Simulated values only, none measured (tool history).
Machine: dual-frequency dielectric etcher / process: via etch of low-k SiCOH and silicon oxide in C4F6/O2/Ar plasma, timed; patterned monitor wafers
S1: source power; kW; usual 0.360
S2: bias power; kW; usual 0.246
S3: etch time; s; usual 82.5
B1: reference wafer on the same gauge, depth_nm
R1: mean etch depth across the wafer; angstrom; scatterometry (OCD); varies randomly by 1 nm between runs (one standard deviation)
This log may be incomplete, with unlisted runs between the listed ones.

run   hour     S1     S2    S3     B1    R1
  1    0.0  0.360  0.246  82.5  194.2  2488
  2   14.2  0.360  0.246  82.5  193.9  2487
  3   37.3  0.360  0.246  77.5  194.0  2331
  4   52.6  0.380  0.246  82.5  194.0  2546
  5   77.6  0.380  0.246  82.5  194.0  2585
  6   92.7  0.380  0.246  82.5  194.0  2574
  7  119.2  0.360  0.246  98.0  194.0  2995
  8  133.4  0.360  0.246  98.0  194.0  3012
  9  191.8  0.360  0.246  98.0  193.9  3035
 10  219.6  0.360  0.246  82.5  194.2  2548
     231.4  -- source power generator calibrated
     248.3  -- wet clean of the chamber
 11  248.8  0.360  0.246  82.5  194.2  2430
 12  261.9  0.360  0.246  82.5  193.9  2420
 13  274.9  0.360  0.246  82.5  193.9  2411
 14  288.8  0.360  0.223  72.5  194.1  2073
 15  310.2  0.360  0.218  60.0  193.7  1701
 16  328.2  0.360  0.301  98.0  194.5  3106
 17  349.1  0.360  0.278  82.5  194.0  2569
     353.6  -- gauge calibrated
 18  372.6  0.360  0.246  82.5  194.1  2442
     398.2  -- upper electrode replaced
 19  398.7  0.410  0.196  64.0  194.0  1851
     411.6  -- bias power generator calibrated
 20  412.1  0.360  0.266  82.5  193.8  2533
 21  441.8  0.390  0.274  60.5  193.9  1946
 22  456.8  0.360  0.246  82.5  193.6  2480
 23  476.2  0.310  0.297  82.5  194.1  2559
 24  510.4  0.360  0.246  82.5  193.6  2509
 25  525.2  0.360  0.230  82.5  194.1  2432

What if the next run were any one of these 4? Each begins from the tool's condition after run 25:
  A  525.6  0.360  0.246  82.5   ?   ?
  B  525.6  0.300  0.269  98.5   ?   ?
  C  525.6  0.360  0.262  82.5   ?   ?
  D  525.6  0.440  0.194  62.5   ?   ?

run     B1    R1
  A  194.1  2504
  B  194.1  2914
  C  194.1  2560
  D  194.1  1867
Take away the tool's hidden state, keep each run's random variation, and the runs would have read:
run    R1
  A  2421
  B  2817
  C  2475
  D  1805
